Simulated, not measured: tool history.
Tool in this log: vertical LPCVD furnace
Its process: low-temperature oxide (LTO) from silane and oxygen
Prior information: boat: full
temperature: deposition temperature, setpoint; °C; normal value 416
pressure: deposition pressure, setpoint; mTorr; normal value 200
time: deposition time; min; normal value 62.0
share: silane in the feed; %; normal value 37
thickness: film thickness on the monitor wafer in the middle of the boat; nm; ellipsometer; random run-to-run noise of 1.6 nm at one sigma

| run | hour | temperature | pressure | time | share | read-back reference wafer on the same gauge, thickness | thickness |
|---|---|---|---|---|---|---|---|
| 1 | 0.0 | 416 | 225 | 62.0 | 37 | 497.44 | 622.67 |
| 2 | 65.5 | 416 | 225 | 62.0 | 37 | 497.60 | 619.76 |
| 3 | 106.3 | 416 | 200 | 62.0 | 37 | 497.90 | 547.55 |
| 4 | 134.0 | 416 | 200 | 62.0 | 37 | 498.16 | 551.02 |
| 5 | 162.7 | 416 | 215 | 62.0 | 35 | 498.23 | 550.02 |
| 6 | 189.0 | 416 | 215 | 62.0 | 35 | 497.43 | 552.58 |
| 7 | 204.0 | 416 | 210 | 62.0 | 37 | 497.60 | 576.74 |
| 8 | 234.1 | 416 | 210 | 62.0 | 37 | 498.31 | 577.94 |
| 9 | 259.1 | 416 | 210 | 62.0 | 37 | 497.41 | 578.50 |
| 10 | 282.8 | 416 | 225 | 71.5 | 34 | 497.84 | 643.25 |
|  | 312.3 | silane flow controller replaced |
| 11 | 318.7 | 416 | 200 | 62.0 | 37 | 498.09 | 547.98 |
|  | 342.7 | gauge calibrated |
|  | 343.9 | thermocouples replaced and temperature profile calibrated |
|  | 369.1 | pressure gauge zeroed |
| 12 | 416.5 | 404 | 200 | 44.5 | 39 | 497.97 | 390.07 |

Expected results for the next run?
| 13 | 441.5 | 423 | 180 | 62.0 | 37 | ? | ? |

Run 13 came out at read-back reference wafer on the same gauge, thickness 497.22, thickness 562.32 nm.
If the tool had no hidden condition, the same run with the same run-to-run variation would have returned thickness 561.11 nm.
